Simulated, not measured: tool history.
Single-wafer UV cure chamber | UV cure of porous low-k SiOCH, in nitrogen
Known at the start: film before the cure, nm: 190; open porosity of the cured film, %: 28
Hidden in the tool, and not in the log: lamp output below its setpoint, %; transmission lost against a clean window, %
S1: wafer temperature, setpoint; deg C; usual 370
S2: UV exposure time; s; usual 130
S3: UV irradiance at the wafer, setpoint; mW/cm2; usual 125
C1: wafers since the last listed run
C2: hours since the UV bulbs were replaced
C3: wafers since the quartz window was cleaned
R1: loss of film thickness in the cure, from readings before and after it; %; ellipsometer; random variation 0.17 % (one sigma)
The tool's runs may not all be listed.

run 1 hour=0 | S1=370 S2=130 S3=156 | C1=0 C2=501.6 C3=828 | R1=13.09
run 2 hour=29.4 | S1=370 S2=130 S3=156 | C1=202 C2=531 C3=1030 | R1=13.156
run 3 hour=56 | S1=370 S2=130 S3=156 | C1=183 C2=557.6 C3=1213 | R1=13.3
run 4 hour=70.7 | S1=370 S2=130 S3=125 | C1=101 C2=572.3 C3=1314 | R1=12.09
run 5 hour=133.4 | S1=370 S2=130 S3=125 | C1=431 C2=635 C3=1745 | R1=12.024
run 6 hour=162.6 | S1=370 S2=130 S3=125 | C1=200 C2=664.2 C3=1946 | R1=12.009
run 7 hour=189.5 | S1=370 S2=105 S3=125 | C1=185 C2=691.1 C3=2131 | R1=10.991
run 8 hour=225 | S1=357 S2=75 S3=125 | C1=244 C2=726.6 C3=2376 | R1=9.09
run 9 hour=250.4 | S1=357 S2=75 S3=125 | C1=174 C2=752 C3=2550 | R1=9.274
run 10 hour=280.2 | S1=357 S2=75 S3=125 | C1=205 C2=781.8 C3=2755 | R1=9.291
run 11 hour=346.3 | S1=382 S2=90 S3=125 | C1=454 C2=847.9 C3=3210 | R1=10.602
run 12 hour=370.1 | S1=382 S2=90 S3=125 | C1=163 C2=871.7 C3=3374 | R1=10.294
run 13 hour=401.4 | S1=382 S2=90 S3=125 | C1=215 C2=903 C3=3589 | R1=10.584
run 14 hour=414.2 | S1=370 S2=130 S3=125 | C1=88 C2=915.8 C3=3677 | R1=12.246
run 15 hour=446.4 | S1=370 S2=130 S3=125 | C1=221 C2=948 C3=3899 | R1=12.32
run 16 hour=478.8 | S1=370 S2=130 S3=125 | C1=222 C2=980.4 C3=4122 | R1=11.957
run 17 hour=509.7 | S1=370 S2=130 S3=140 | C1=212 C2=1011.3 C3=4334 | R1=12.601
run 18 hour=534 | S1=370 S2=130 S3=125 | C1=167 C2=1035.6 C3=4502 | R1=12.402
run 19 hour=563.1 | S1=370 S2=130 S3=125 | C1=200 C2=1064.7 C3=4702 | R1=12.17
run 20 hour=592.2 | S1=381 S2=130 S3=125 | C1=200 C2=1093.8 C3=4902 | R1=11.943
-- hour=632.8 quartz window cleaned
run 21 hour=633.3 | S1=381 S2=130 S3=125 | C1=227 C2=1134.9 C3=3 | R1=12.661
run 22 hour=646.7 | S1=381 S2=130 S3=125 | C1=92 C2=1148.3 C3=95 | R1=12.14
run 23 hour=669.9 | S1=360 S2=130 S3=125 | C1=159 C2=1171.5 C3=255 | R1=12.33
run 24 hour=687.9 | S1=370 S2=130 S3=156 | C1=123 C2=1189.5 C3=379 | R1=13.205
run 25 hour=709.5 | S1=370 S2=130 S3=125 | C1=148 C2=1211.1 C3=527 | R1=12.119
run 26 hour=741.9 | S1=370 S2=130 S3=125 | C1=222 C2=1243.5 C3=750 | R1=12.406
run 27 hour=776.5 | S1=359 S2=100 S3=125 | C1=238 C2=1278.1 C3=988 | R1=10.471
run 28 hour=800.8 | S1=370 S2=130 S3=125 | C1=167 C2=1302.4 C3=1155 | R1=12.382
run 29 hour=825.6 | S1=364 S2=65 S3=125 | C1=170 C2=1327.2 C3=1326 | R1=8.696
run 30 hour=858.1 | S1=388 S2=105 S3=125 | C1=223 C2=1359.7 C3=1550 | R1=11.246
run 31 hour=871.8 | S1=370 S2=130 S3=125 | C1=94 C2=1373.4 C3=1644 | R1=12.198
run 32 hour=939.2 | S1=370 S2=195 S3=125 | C1=463 C2=1440.8 C3=2108 | R1=14.225
run 33 hour=968.4 | S1=370 S2=50 S3=125 | C1=200 C2=1470 C3=2309 | R1=7.53
run 34 hour=981 | S1=370 S2=130 S3=125 | C1=86 C2=1482.6 C3=2395 | R1=12.23
run 35 hour=996.1 | S1=381 S2=130 S3=125 | C1=103 C2=1497.7 C3=2499 | R1=12.236
-- hour=1011.7 UV bulbs replaced
run 36 hour=1099.1 | S1=370 S2=165 S3=125 | C1=653 C2=87.4 C3=3153 | R1=13.459
run 37 hour=1124.2 | S1=370 S2=55 S3=125 | C1=172 C2=112.5 C3=3325 | R1=8.094
run 38 hour=1146.3 | S1=370 S2=130 S3=125 | C1=152 C2=134.6 C3=3477 | R1=11.857
run 39 hour=1176.8 | S1=385 S2=55 S3=161 | C1=209 C2=165.1 C3=3687 | R1=9.415
run 40 hour=1194.4 | S1=353 S2=130 S3=156 | C1=121 C2=182.7 C3=3808 | R1=12.736
run 41 hour=1248.9 | S1=370 S2=130 S3=101 | C1=374 C2=237.2 C3=4183 | R1=11.14
run 42 hour=1263.5 | S1=370 S2=130 S3=112 | C1=100 C2=251.8 C3=4284 | R1=11.692
run 43 hour=1278 | S1=387 S2=190 S3=156 | C1=99 C2=266.3 C3=4384 | R1=15.236
run 44 hour=1300.6 | S1=385 S2=130 S3=125 | C1=155 C2=288.9 C3=4539 | R1=12.315
run 45 hour=1331.4 | S1=370 S2=130 S3=125 | C1=211 C2=319.7 C3=4751 | R1=11.892
-- hour=1357.9 quartz window cleaned
run 46 hour=1367.4 | S1=389 S2=130 S3=125 | C1=192 C2=355.7 C3=65 | R1=12.63

4 ways to go on from here, each from the tool as it stands after run 46. What would each give?
run A hour=1367.8 | S1=370 S2=130 S3=86 | C1=2 C2=356.1 C3=68 | R1=?
run B hour=1367.8 | S1=370 S2=155 S3=125 | C1=2 C2=356.1 C3=68 | R1=?
run C hour=1367.8 | S1=379 S2=100 S3=113 | C1=2 C2=356.1 C3=68 | R1=?
run D hour=1367.8 | S1=357 S2=130 S3=156 | C1=2 C2=356.1 C3=68 | R1=?

run=A R1=10.199
run=B R1=12.882
run=C R1=10.429
run=D R1=12.832
Without the tool's hidden state the same runs would have given:
run=A R1=10.199
run=B R1=12.882
run=C R1=10.429
run=D R1=12.832
